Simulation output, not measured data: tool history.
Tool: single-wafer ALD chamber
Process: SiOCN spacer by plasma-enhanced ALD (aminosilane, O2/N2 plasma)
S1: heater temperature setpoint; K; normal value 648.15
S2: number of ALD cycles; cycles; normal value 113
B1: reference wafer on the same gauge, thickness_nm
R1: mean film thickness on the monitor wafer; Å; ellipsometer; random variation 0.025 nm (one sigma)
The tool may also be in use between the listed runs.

Run 1, day 0: usual settings but S1 660.15 K, S2 126 cycles; B1 7.53. Result: R1 76.82 Å.
Run 2, day 2.729: usual settings but S1 660.15 K, S2 126 cycles; B1 7.513. Result: R1 76.75 Å.
Run 3, day 4.112: usual settings but S1 660.15 K, S2 126 cycles; B1 7.51. Result: R1 76.77 Å.
Run 4, day 5.367: usual settings; B1 7.506. Result: R1 68.96 Å.
Run 5, day 6.75: usual settings; B1 7.512. Result: R1 68.43 Å.
Run 6, day 9.258: usual settings; B1 7.517. Result: R1 69.07 Å.
Run 7, day 11.721: usual settings; B1 7.507. Result: R1 68.79 Å.
Run 8, day 13.642: usual settings but S1 653.15 K; B1 7.507. Result: R1 68.72 Å.
At day 16.933: gauge calibrated.
Run 9, day 22.5: usual settings but S2 90 cycles; B1 7.619. Result: R1 55.62 Å.
Run 10, day 25.1: usual settings; B1 7.589. Result: R1 69.36 Å.
At day 25.454: thermocouple changed; heater temperature recalibrated.
Run 11, day 26.192: usual settings but S1 642.15 K, S2 103 cycles; B1 7.569. Result: R1 63.23 Å.
Run 12, day 28.221: usual settings but S1 634.15 K; B1 7.553. Result: R1 69.05 Å.
Run 13, day 31.667: usual settings but S1 635.15 K, S2 96 cycles; B1 7.538. Result: R1 58.65 Å.
Run 14, day 34.358: usual settings but S1 638.15 K; B1 7.536. Result: R1 69.73 Å.
Run 15, day 35.942: usual settings but S1 637.15 K, S2 106 cycles; B1 7.521. Result: R1 64.93 Å.

Forecast each of these 3 alternatives for the next run:
Run A, day 35.967: usual settings; B1 ?. Result: R1 ?.
Run B, day 35.967: usual settings but S2 100 cycles; B1 ?. Result: R1 ?.
Run C, day 35.967: usual settings but S1 642.15 K; B1 ?. Result: R1 ?.

run     B1     R1
  A  7.533  69.68
  B  7.533  61.66
  C  7.533  69.68
What these runs would have given with no unlogged condition in the tool:
run     R1
  A  70.78
  B  62.64
  C  70.78
